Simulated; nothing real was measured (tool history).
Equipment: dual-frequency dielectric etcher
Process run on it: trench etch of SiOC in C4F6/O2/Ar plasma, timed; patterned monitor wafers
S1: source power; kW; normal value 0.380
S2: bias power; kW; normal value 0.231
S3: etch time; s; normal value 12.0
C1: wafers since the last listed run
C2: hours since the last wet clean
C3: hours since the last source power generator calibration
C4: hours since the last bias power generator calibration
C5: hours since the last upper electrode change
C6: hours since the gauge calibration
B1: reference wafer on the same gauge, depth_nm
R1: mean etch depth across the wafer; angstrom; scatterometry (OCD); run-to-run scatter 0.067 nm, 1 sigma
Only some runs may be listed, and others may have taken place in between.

Run 1, hour 0.0: usual settings but S2 0.254 kW; C1 0; C2 364.8; C3 2738.4; C4 1010.3; C5 2928.0; C6 984.4; B1 24.01. Result: R1 308.7 angstrom.
Run 2, hour 62.3: usual settings but S1 0.410 kW; C1 1417; C2 427.1; C3 2800.7; C4 1072.6; C5 2990.3; C6 1046.7; B1 24.00. Result: R1 303.6 angstrom.
Run 3, hour 141.5: usual settings but S1 0.410 kW; C1 1802; C2 506.3; C3 2879.9; C4 1151.8; C5 3069.5; C6 1125.9; B1 24.03. Result: R1 304.7 angstrom.
At hour 208.0: wet clean of the chamber.
Run 4, hour 288.7: usual settings but S1 0.410 kW; C1 2803; C2 80.7; C3 3027.1; C4 1299.0; C5 3216.7; C6 1273.1; B1 24.01. Result: R1 300.1 angstrom.
Run 5, hour 356.4: usual settings but S1 0.450 kW; C1 1540; C2 148.4; C3 3094.8; C4 1366.7; C5 3284.4; C6 1340.8; B1 24.01. Result: R1 311.2 angstrom.
Run 6, hour 414.0: usual settings but S1 0.450 kW; C1 1310; C2 206.0; C3 3152.4; C4 1424.3; C5 3342.0; C6 1398.4; B1 24.01. Result: R1 313.8 angstrom.
Run 7, hour 473.0: usual settings but S1 0.450 kW; C1 1342; C2 265.0; C3 3211.4; C4 1483.3; C5 3401.0; C6 1457.4; B1 24.00. Result: R1 314.0 angstrom.
At hour 522.5: bias power generator calibrated.
Run 8, hour 577.6: usual settings; C1 2289; C2 369.6; C3 3316.0; C4 55.1; C5 3505.6; C6 1562.0; B1 24.01. Result: R1 292.4 angstrom.
Run 9, hour 621.7: usual settings; C1 1003; C2 413.7; C3 3360.1; C4 99.2; C5 3549.7; C6 1606.1; B1 24.00. Result: R1 293.1 angstrom.
At hour 663.0: gauge calibrated.
Run 10, hour 726.9: usual settings but S1 0.440 kW, S2 0.186 kW; C1 2393; C2 518.9; C3 3465.3; C4 204.4; C5 3654.9; C6 63.9; B1 24.01. Result: R1 278.0 angstrom.
At hour 784.9: wet clean of the chamber.
At hour 808.1: upper electrode replaced.
Run 11, hour 808.6: usual settings but S1 0.440 kW, S2 0.186 kW; C1 785; C2 23.7; C3 3547.0; C4 286.1; C5 0.5; C6 145.6; B1 24.00. Result: R1 274.4 angstrom.
Run 12, hour 831.9: usual settings; C1 530; C2 47.0; C3 3570.3; C4 309.4; C5 23.8; C6 168.9; B1 24.00. Result: R1 290.0 angstrom.
Run 13, hour 873.7: usual settings; C1 951; C2 88.8; C3 3612.1; C4 351.2; C5 65.6; C6 210.7; B1 24.00. Result: R1 290.8 angstrom.
Run 14, hour 911.9: usual settings but S2 0.277 kW, S3 9.5 s; C1 869; C2 127.0; C3 3650.3; C4 389.4; C5 103.8; C6 248.9; B1 24.00. Result: R1 252.3 angstrom.
Run 15, hour 1038.6: usual settings but S1 0.340 kW, S3 15.5 s; C1 2883; C2 253.7; C3 3777.0; C4 516.1; C5 230.5; C6 375.6; B1 23.99. Result: R1 359.0 angstrom.
Run 16, hour 1076.7: usual settings but S2 0.210 kW; C1 866; C2 291.8; C3 3815.1; C4 554.2; C5 268.6; C6 413.7; B1 23.98. Result: R1 277.8 angstrom.
Run 17, hour 1115.7: usual settings; C1 887; C2 330.8; C3 3854.1; C4 593.2; C5 307.6; C6 452.7; B1 24.01. Result: R1 291.8 angstrom.
At hour 1159.7: source power generator calibrated.
Run 18, hour 1164.8: usual settings but S2 0.268 kW; C1 1026; C2 379.9; C3 5.1; C4 642.3; C5 356.7; C6 501.8; B1 24.00. Result: R1 316.5 angstrom.
Run 19, hour 1248.4: usual settings but S1 0.420 kW, S3 13.5 s; C1 1902; C2 463.5; C3 88.7; C4 725.9; C5 440.3; C6 585.4; B1 23.99. Result: R1 345.0 angstrom.
Run 20, hour 1318.2: usual settings; C1 1588; C2 533.3; C3 158.5; C4 795.7; C5 510.1; C6 655.2; B1 23.99. Result: R1 292.5 angstrom.
Run 21, hour 1370.8: usual settings but S1 0.330 kW; C1 1196; C2 585.9; C3 211.1; C4 848.3; C5 562.7; C6 707.8; B1 23.97. Result: R1 276.5 angstrom.
Run 22, hour 1421.6: usual settings but S1 0.480 kW, S2 0.253 kW, S3 14.0 s; C1 1155; C2 636.7; C3 261.9; C4 899.1; C5 613.5; C6 758.6; B1 24.00. Result: R1 397.2 angstrom.
At hour 1455.8: wet clean of the chamber.
Run 23, hour 1498.9: usual settings but S1 0.340 kW, S2 0.281 kW, S3 10.0 s; C1 1212; C2 43.1; C3 339.2; C4 976.4; C5 690.8; C6 835.9; B1 23.98. Result: R1 255.6 angstrom.

Run by run, hidden condition taken away, random variation retained:
Hidden state present: etch rate over this chamber's usual, %; source power that arrives over what is set, %; bias power that arrives over what is set, %; gauge reads high (%).
run     R1
  1  305.5
  2  300.0
  3  300.4
  4  299.4
  5  309.8
  6  311.9
  7  311.6
  8  289.3
  9  289.7
 10  273.9
 11  274.6
 12  290.0
 13  290.5
 14  251.7
 15  356.9
 16  275.8
 17  289.5
 18  313.5
 19  340.9
 20  288.5
 21  272.3
 22  390.6
 23  254.4

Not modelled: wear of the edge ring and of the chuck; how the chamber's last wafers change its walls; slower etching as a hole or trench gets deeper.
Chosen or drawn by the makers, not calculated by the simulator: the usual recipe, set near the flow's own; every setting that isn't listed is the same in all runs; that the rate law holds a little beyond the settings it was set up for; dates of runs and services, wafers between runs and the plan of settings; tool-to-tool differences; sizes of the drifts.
